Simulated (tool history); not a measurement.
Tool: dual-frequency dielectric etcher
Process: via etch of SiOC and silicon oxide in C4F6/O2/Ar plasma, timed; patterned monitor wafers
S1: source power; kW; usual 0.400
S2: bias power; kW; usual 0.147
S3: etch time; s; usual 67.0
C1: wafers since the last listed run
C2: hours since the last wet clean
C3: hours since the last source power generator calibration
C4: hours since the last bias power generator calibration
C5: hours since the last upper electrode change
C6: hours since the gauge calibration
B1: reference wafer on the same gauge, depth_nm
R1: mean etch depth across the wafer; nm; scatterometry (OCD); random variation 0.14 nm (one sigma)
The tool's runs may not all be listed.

| run | hour | S1 | S2 | S3 | C1 | C2 | C3 | C4 | C5 | C6 | B1 | R1 |
|---|---|---|---|---|---|---|---|---|---|---|---|---|
| 1 | 0.0 | 0.400 | 0.147 | 67.0 | 0 | 200.0 | 1617.4 | 1238.0 | 5206.6 | 646.0 | 66.9 | 67.9 |
| 2 | 66.0 | 0.400 | 0.147 | 67.0 | 538 | 266.0 | 1683.4 | 1304.0 | 5272.6 | 712.0 | 66.8 | 68.0 |
| 3 | 92.6 | 0.400 | 0.147 | 67.0 | 217 | 292.6 | 1710.0 | 1330.6 | 5299.2 | 738.6 | 66.8 | 67.7 |
| 4 | 144.0 | 0.400 | 0.147 | 67.0 | 419 | 344.0 | 1761.4 | 1382.0 | 5350.6 | 790.0 | 66.8 | 68.0 |
| 5 | 214.6 | 0.400 | 0.147 | 67.0 | 576 | 414.6 | 1832.0 | 1452.6 | 5421.2 | 860.6 | 66.8 | 67.8 |
| 6 | 240.4 | 0.400 | 0.147 | 67.0 | 210 | 440.4 | 1857.8 | 1478.4 | 5447.0 | 886.4 | 66.8 | 67.9 |
|  | 296.7 | wet clean of the chamber |
| 7 | 297.2 | 0.400 | 0.147 | 67.0 | 267 | 0.5 | 1914.6 | 1535.2 | 5503.8 | 943.2 | 66.8 | 68.4 |
| 8 | 317.3 | 0.400 | 0.147 | 67.0 | 164 | 20.6 | 1934.7 | 1555.3 | 5523.9 | 963.3 | 66.8 | 68.0 |
| 9 | 475.2 | 0.400 | 0.147 | 67.0 | 1288 | 178.5 | 2092.6 | 1713.2 | 5681.8 | 1121.2 | 66.8 | 67.9 |
|  | 499.3 | upper electrode replaced |
| 10 | 505.3 | 0.400 | 0.147 | 67.0 | 49 | 208.6 | 2122.7 | 1743.3 | 6.0 | 1151.3 | 66.8 | 68.0 |
|  | 526.9 | gauge calibrated |
| 11 | 574.6 | 0.400 | 0.147 | 67.0 | 565 | 277.9 | 2192.0 | 1812.6 | 75.3 | 47.7 | 66.8 | 67.8 |
| 12 | 618.0 | 0.400 | 0.147 | 67.0 | 354 | 321.3 | 2235.4 | 1856.0 | 118.7 | 91.1 | 66.8 | 67.5 |
| 13 | 662.4 | 0.400 | 0.147 | 67.0 | 362 | 365.7 | 2279.8 | 1900.4 | 163.1 | 135.5 | 66.7 | 67.6 |
| 14 | 688.4 | 0.400 | 0.147 | 67.0 | 212 | 391.7 | 2305.8 | 1926.4 | 189.1 | 161.5 | 66.8 | 67.7 |
| 15 | 728.8 | 0.340 | 0.158 | 67.0 | 329 | 432.1 | 2346.2 | 1966.8 | 229.5 | 201.9 | 66.7 | 65.0 |
|  | 777.0 | wet clean of the chamber |
| 16 | 797.0 | 0.400 | 0.147 | 60.0 | 360 | 20.0 | 2414.4 | 2035.0 | 297.7 | 270.1 | 66.8 | 61.1 |
| 17 | 865.6 | 0.400 | 0.147 | 67.0 | 559 | 88.6 | 2483.0 | 2103.6 | 366.3 | 338.7 | 66.8 | 68.1 |
| 18 | 923.2 | 0.460 | 0.147 | 67.0 | 470 | 146.2 | 2540.6 | 2161.2 | 423.9 | 396.3 | 66.8 | 71.3 |
| 19 | 960.9 | 0.370 | 0.129 | 78.5 | 307 | 183.9 | 2578.3 | 2198.9 | 461.6 | 434.0 | 66.8 | 75.5 |
| 20 | 1022.8 | 0.330 | 0.180 | 67.0 | 505 | 245.8 | 2640.2 | 2260.8 | 523.5 | 495.9 | 66.7 | 66.4 |
|  | 1033.4 | bias power generator calibrated |
|  | 1038.4 | source power generator calibrated |
| 21 | 1062.9 | 0.500 | 0.114 | 85.5 | 261 | 285.9 | 24.5 | 29.5 | 563.6 | 536.0 | 66.8 | 90.4 |
| 22 | 1217.2 | 0.490 | 0.136 | 59.5 | 1259 | 440.2 | 178.8 | 183.8 | 717.9 | 690.3 | 66.8 | 64.4 |
| 23 | 1254.5 | 0.400 | 0.174 | 67.0 | 304 | 477.5 | 216.1 | 221.1 | 755.2 | 727.6 | 66.8 | 71.1 |
|  | 1294.0 | wet clean of the chamber |
| 24 | 1301.9 | 0.400 | 0.147 | 67.0 | 190 | 7.9 | 263.5 | 268.5 | 802.6 | 775.0 | 66.8 | 69.0 |
| 25 | 1340.6 | 0.400 | 0.147 | 67.0 | 315 | 46.6 | 302.2 | 307.2 | 841.3 | 813.7 | 66.7 | 69.0 |
| 26 | 1380.6 | 0.400 | 0.112 | 55.5 | 326 | 86.6 | 342.2 | 347.2 | 881.3 | 853.7 | 66.8 | 54.2 |
| 27 | 1432.5 | 0.400 | 0.147 | 67.0 | 423 | 138.5 | 394.1 | 399.1 | 933.2 | 905.6 | 66.8 | 68.6 |
| 28 | 1502.4 | 0.320 | 0.147 | 67.0 | 570 | 208.4 | 464.0 | 469.0 | 1003.1 | 975.5 | 66.8 | 63.7 |
| 29 | 1542.6 | 0.400 | 0.147 | 67.0 | 328 | 248.6 | 504.2 | 509.2 | 1043.3 | 1015.7 | 66.8 | 68.7 |
| 30 | 1624.7 | 0.400 | 0.147 | 76.5 | 669 | 330.7 | 586.3 | 591.3 | 1125.4 | 1097.8 | 66.8 | 77.8 |

Hidden state or all else? Some run-to-run changes of R1, split into what the settings, what came in and random variation would give without the hidden state, and what is left for the hidden state (with any gauge scatter that isn't in both results):
The hidden state here: etch rate over this chamber's usual, %; source power that arrives over what is set, %; bias power that arrives over what is set, %; gauge reads high (%).
Run 15 -> 16: S1 0.340 -> 0.400, S2 0.158 -> 0.147, S3 67.0 -> 60.0, wet clean of the chamber. R1 -3.9 nm: hidden state +0.7, all else -4.6.
Run 20 -> 21: S1 0.330 -> 0.500, S2 0.180 -> 0.114, S3 67.0 -> 85.5, bias power generator calibrated, source power generator calibrated. R1 +24.0 nm: hidden state +1.0, all else +23.0.
Run 21 -> 22: S1 0.500 -> 0.490, S2 0.114 -> 0.136, S3 85.5 -> 59.5. R1 -26.0 nm: hidden state -0.2, all else -25.8.
Run 23 -> 24: S2 0.174 -> 0.147, wet clean of the chamber. R1 -2.1 nm: hidden state +0.6, all else -2.7.
Run 25 -> 26: S2 0.147 -> 0.112, S3 67.0 -> 55.5. R1 -14.8 nm: hidden state +0.0, all else -14.8.
